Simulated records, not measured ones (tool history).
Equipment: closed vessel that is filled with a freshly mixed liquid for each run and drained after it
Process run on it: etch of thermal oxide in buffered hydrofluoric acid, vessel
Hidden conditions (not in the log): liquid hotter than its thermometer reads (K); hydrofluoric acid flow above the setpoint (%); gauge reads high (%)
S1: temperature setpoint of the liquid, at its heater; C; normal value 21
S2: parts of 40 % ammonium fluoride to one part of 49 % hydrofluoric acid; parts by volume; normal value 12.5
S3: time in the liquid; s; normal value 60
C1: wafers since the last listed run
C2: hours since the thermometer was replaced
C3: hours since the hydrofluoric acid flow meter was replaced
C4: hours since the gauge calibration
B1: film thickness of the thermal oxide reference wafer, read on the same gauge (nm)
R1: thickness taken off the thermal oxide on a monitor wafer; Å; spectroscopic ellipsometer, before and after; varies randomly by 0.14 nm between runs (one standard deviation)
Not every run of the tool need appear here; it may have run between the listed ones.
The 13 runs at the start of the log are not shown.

run,hour,S1,S2,S3,C1,C2,C3,C4,B1,R1
14,988.7,21,12.5,30,4133,2688,259.3,282.6,70.02,247.9
15,1088.2,21,12.5,30,10256,2787.5,358.8,382.1,70.02,247.5
# hour 1113.8: thermometer replaced
16,1156.8,21,14,50,6968,43,427.4,450.7,69.97,351.4
17,1196.2,18.5,9,60,4061,82.4,466.8,490.1,69.99,539.1
18,1245.9,17,15,45,5123,132.1,516.5,539.8,70,235.5
19,1310,25,12.5,60,6607,196.2,580.6,603.9,69.99,591.2
20,1350.9,17,12.5,60,4216,237.1,621.5,644.8,70.01,375
21,1396.7,17,16.5,75,4721,282.9,667.3,690.6,70.02,357.5
22,1427.4,18.5,12.5,60,3164,313.6,698,721.3,69.99,411.9
23,1477.1,21,9.5,60,5123,363.3,747.7,771,70,607.3
24,1534.5,21,12.5,60,5916,420.7,805.1,828.4,70,476.3
25,1581.6,17,8,80,4855,467.8,852.2,875.5,70,756.7
26,1610.4,21,9,60,2968,496.6,881,904.3,70.03,627.5
# hour 1658: hydrofluoric acid flow meter replaced
27,1664.6,21,12.5,60,5483,550.8,6.6,958.5,70,475.4
28,1691.8,21,12.5,60,2803,578,33.8,985.7,70.02,477.4
29,1721.4,21,17,60,3051,607.6,63.4,1015.3,69.99,350.1
30,1775.7,21,12.5,60,5597,661.9,117.7,1069.6,70.03,476.2

Alternative continuations, all from the tool just after run 30; predict every row:
A,1776.4,21,12.5,60,72,662.6,118.4,1070.3,?,?
B,1776.4,21,8,75,72,662.6,118.4,1070.3,?,?
C,1776.4,21,15,80,72,662.6,118.4,1070.3,?,?
D,1776.4,17,10,85,72,662.6,118.4,1070.3,?,?
E,1776.4,24,12.5,60,72,662.6,118.4,1070.3,?,?

run,B1,R1
A,69.98,475.1
B,69.98,896.5
C,69.98,529.7
D,69.98,668.2
E,69.98,560.3
Without the tool's hidden state the same runs would have given:
run,R1
A,466.7
B,880.7
C,520.3
D,656.1
E,550.6

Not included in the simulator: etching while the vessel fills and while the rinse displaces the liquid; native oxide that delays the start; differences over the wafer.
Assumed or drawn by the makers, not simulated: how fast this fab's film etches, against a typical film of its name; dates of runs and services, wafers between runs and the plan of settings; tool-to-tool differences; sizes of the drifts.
